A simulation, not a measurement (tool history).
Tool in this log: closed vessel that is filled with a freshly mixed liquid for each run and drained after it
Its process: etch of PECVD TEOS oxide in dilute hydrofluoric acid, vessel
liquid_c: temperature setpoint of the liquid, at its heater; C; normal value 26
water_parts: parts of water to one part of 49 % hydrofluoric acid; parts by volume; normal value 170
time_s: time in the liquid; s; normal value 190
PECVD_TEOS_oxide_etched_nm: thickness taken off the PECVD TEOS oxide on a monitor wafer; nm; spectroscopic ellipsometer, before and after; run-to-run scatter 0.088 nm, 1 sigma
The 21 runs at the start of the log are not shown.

run	day	liquid_c	water_parts	time_s	read-back film thickness of the PECVD TEOS oxide reference wafer, read on the same gauge (nm)	PECVD_TEOS_oxide_etched_nm
22	12.579	21.5	120	190	130.02	27.58
23	13.279	26	170	190	130	21.63
24	13.671	26	170	190	129.99	21.64
25	14.25	26	170	190	130	21.39
26	14.892	26	170	190	130.02	21.39
27	15.158	26	170	225	130.05	25.51
28	15.608	26	170	190	130.01	21.48
29	15.979	26	225	280	130.01	22.48
30	16.65	26	250	230	129.99	16.28
31	16.946	21	125	285	129.98	37.96
32	17.571	26	240	140	129.98	10.35

Below are 5 alternative next runs, each starting from the tool's condition after run 32. Predict each:
A	17.6	26	170	190	?	?
B	17.6	26	225	160	?	?
C	17.6	30	220	270	?	?
D	17.6	23.5	205	190	?	?
E	17.6	26	170	150	?	?

run	read-back film thickness of the PECVD TEOS oxide reference wafer, read on the same gauge (nm)	PECVD_TEOS_oxide_etched_nm
A	129.98	21.62
B	129.98	12.9
C	129.98	25.69
D	129.98	15.71
E	129.98	17.07
The same runs, with their run-to-run variation unchanged, on a tool lacking any hidden condition would have given:
run	PECVD_TEOS_oxide_etched_nm
A	21.84
B	13.06
C	26.05
D	15.88
E	17.24
